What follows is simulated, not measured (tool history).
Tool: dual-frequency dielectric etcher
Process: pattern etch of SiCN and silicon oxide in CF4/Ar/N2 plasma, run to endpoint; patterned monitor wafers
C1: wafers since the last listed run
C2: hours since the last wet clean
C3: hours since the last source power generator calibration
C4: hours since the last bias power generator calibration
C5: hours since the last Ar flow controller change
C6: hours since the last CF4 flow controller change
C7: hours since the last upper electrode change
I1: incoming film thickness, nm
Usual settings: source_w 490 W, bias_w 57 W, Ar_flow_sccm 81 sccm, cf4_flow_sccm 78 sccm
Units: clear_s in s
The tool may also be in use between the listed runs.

Run 1, hour 0.0: usual settings but bias_w 62 W; C1 0; C2 85.8; C3 3888.2; C4 3254.4; C5 252.9; C6 5857.4; C7 5456.0; I1 11.44. Result: clear_s 12.5 s.
Run 2, hour 46.4: usual settings but Ar_flow_sccm 96 sccm; C1 608; C2 132.2; C3 3934.6; C4 3300.8; C5 299.3; C6 5903.8; C7 5502.4; I1 11.52. Result: clear_s 13.0 s.
At hour 104.0: upper electrode replaced.
Run 3, hour 109.6: usual settings but bias_w 62 W, Ar_flow_sccm 65 sccm; C1 513; C2 195.4; C3 3997.8; C4 3364.0; C5 362.5; C6 5967.0; C7 5.6; I1 11.36. Result: clear_s 11.9 s.
At hour 126.2: CF4 flow controller replaced.
Run 4, hour 135.3: usual settings but source_w 400 W, bias_w 47 W; C1 258; C2 221.1; C3 4023.5; C4 3389.7; C5 388.2; C6 9.1; C7 31.3; I1 11.42. Result: clear_s 15.3 s.
Run 5, hour 200.8: usual settings but Ar_flow_sccm 87 sccm; C1 858; C2 286.6; C3 4089.0; C4 3455.2; C5 453.7; C6 74.6; C7 96.8; I1 11.42. Result: clear_s 13.0 s.
Run 6, hour 230.1: usual settings; C1 384; C2 315.9; C3 4118.3; C4 3484.5; C5 483.0; C6 103.9; C7 126.1; I1 11.29. Result: clear_s 12.7 s.
Run 7, hour 279.5: usual settings but source_w 450 W, bias_w 53 W, Ar_flow_sccm 98 sccm, cf4_flow_sccm 62 sccm; C1 647; C2 365.3; C3 4167.7; C4 3533.9; C5 532.4; C6 153.3; C7 175.5; I1 11.28. Result: clear_s 14.8 s.
Run 8, hour 340.7: usual settings; C1 802; C2 426.5; C3 4228.9; C4 3595.1; C5 593.6; C6 214.5; C7 236.7; I1 11.41. Result: clear_s 13.1 s.
Run 9, hour 401.1: usual settings but source_w 540 W; C1 791; C2 486.9; C3 4289.3; C4 3655.5; C5 654.0; C6 274.9; C7 297.1; I1 11.56. Result: clear_s 12.6 s.
Run 10, hour 432.5: usual settings but source_w 530 W; C1 411; C2 518.3; C3 4320.7; C4 3686.9; C5 685.4; C6 306.3; C7 328.5; I1 11.35. Result: clear_s 12.4 s.
Run 11, hour 496.6: usual settings; C1 840; C2 582.4; C3 4384.8; C4 3751.0; C5 749.5; C6 370.4; C7 392.6; I1 11.42. Result: clear_s 13.1 s.
At hour 524.5: wet clean of the chamber.
At hour 548.1: bias power generator calibrated.
Run 12, hour 553.9: usual settings but bias_w 50 W, Ar_flow_sccm 96 sccm, cf4_flow_sccm 72 sccm; C1 384; C2 29.4; C3 4442.1; C4 5.8; C5 806.8; C6 427.7; C7 449.9; I1 11.35. Result: clear_s 13.6 s.
At hour 577.1: source power generator calibrated.
Run 13, hour 620.0: usual settings but bias_w 63 W, Ar_flow_sccm 86 sccm, cf4_flow_sccm 90 sccm; C1 813; C2 95.5; C3 42.9; C4 71.9; C5 872.9; C6 493.8; C7 516.0; I1 11.31. Result: clear_s 11.9 s.
Run 14, hour 648.6: usual settings but source_w 400 W, Ar_flow_sccm 93 sccm, cf4_flow_sccm 83 sccm; C1 374; C2 124.1; C3 71.5; C4 100.5; C5 901.5; C6 522.4; C7 544.6; I1 11.38. Result: clear_s 14.4 s.
Run 15, hour 683.3: usual settings but bias_w 50 W, Ar_flow_sccm 86 sccm, cf4_flow_sccm 67 sccm; C1 454; C2 158.8; C3 106.2; C4 135.2; C5 936.2; C6 557.1; C7 579.3; I1 11.38. Result: clear_s 13.8 s.
Run 16, hour 755.1: usual settings but cf4_flow_sccm 90 sccm; C1 941; C2 230.6; C3 178.0; C4 207.0; C5 1008.0; C6 628.9; C7 651.1; I1 11.36. Result: clear_s 12.3 s.
Run 17, hour 814.1: usual settings but source_w 560 W, Ar_flow_sccm 90 sccm, cf4_flow_sccm 64 sccm; C1 773; C2 289.6; C3 237.0; C4 266.0; C5 1067.0; C6 687.9; C7 710.1; I1 11.33. Result: clear_s 12.4 s.
Run 18, hour 861.5: usual settings; C1 621; C2 337.0; C3 284.4; C4 313.4; C5 1114.4; C6 735.3; C7 757.5; I1 11.38. Result: clear_s 12.9 s.
Run 19, hour 900.1: usual settings but source_w 570 W, bias_w 71 W, Ar_flow_sccm 93 sccm; C1 505; C2 375.6; C3 323.0; C4 352.0; C5 1153.0; C6 773.9; C7 796.1; I1 11.34. Result: clear_s 11.2 s.
Run 20, hour 928.9: usual settings but source_w 420 W, bias_w 68 W, Ar_flow_sccm 74 sccm, cf4_flow_sccm 86 sccm; C1 377; C2 404.4; C3 351.8; C4 380.8; C5 1181.8; C6 802.7; C7 824.9; I1 11.45. Result: clear_s 13.2 s.
Run 21, hour 976.7: usual settings but bias_w 50 W, Ar_flow_sccm 96 sccm, cf4_flow_sccm 72 sccm; C1 626; C2 452.2; C3 399.6; C4 428.6; C5 1229.6; C6 850.5; C7 872.7; I1 11.45. Result: clear_s 14.2 s.
Run 22, hour 1007.9: usual settings but cf4_flow_sccm 60 sccm; C1 408; C2 483.4; C3 430.8; C4 459.8; C5 1260.8; C6 881.7; C7 903.9; I1 11.45. Result: clear_s 13.7 s.
Run 23, hour 1042.9: usual settings but source_w 540 W, cf4_flow_sccm 86 sccm; C1 458; C2 518.4; C3 465.8; C4 494.8; C5 1295.8; C6 916.7; C7 938.9; I1 11.42. Result: clear_s 12.1 s.
At hour 1126.0: wet clean of the chamber.
Run 24, hour 1126.5: usual settings but source_w 410 W; C1 781; C2 0.5; C3 549.4; C4 578.4; C5 1379.4; C6 1000.3; C7 1022.5; I1 11.44. Result: clear_s 14.1 s.

4 ways to go on from here, each from the tool as it stands after run 24. What would each give?
Run A, hour 1126.9: usual settings; C1 5; C2 0.9; C3 549.8; C4 578.8; C5 1379.8; C6 1000.7; C7 1022.9; I1 11.43. Result: clear_s ?.
Run B, hour 1126.9: usual settings but bias_w 45 W; C1 5; C2 0.9; C3 549.8; C4 578.8; C5 1379.8; C6 1000.7; C7 1022.9; I1 11.43. Result: clear_s ?.
Run C, hour 1126.9: usual settings but Ar_flow_sccm 99 sccm; C1 5; C2 0.9; C3 549.8; C4 578.8; C5 1379.8; C6 1000.7; C7 1022.9; I1 11.43. Result: clear_s ?.
Run D, hour 1126.9: usual settings but bias_w 67 W; C1 5; C2 0.9; C3 549.8; C4 578.8; C5 1379.8; C6 1000.7; C7 1022.9; I1 11.43. Result: clear_s ?.

run  clear_s
  A     12.8
  B     13.7
  C     13.2
  D     12.2
Without the tool's hidden state the same runs would have given:
run  clear_s
  A     12.7
  B     13.6
  C     13.2
  D     12.1
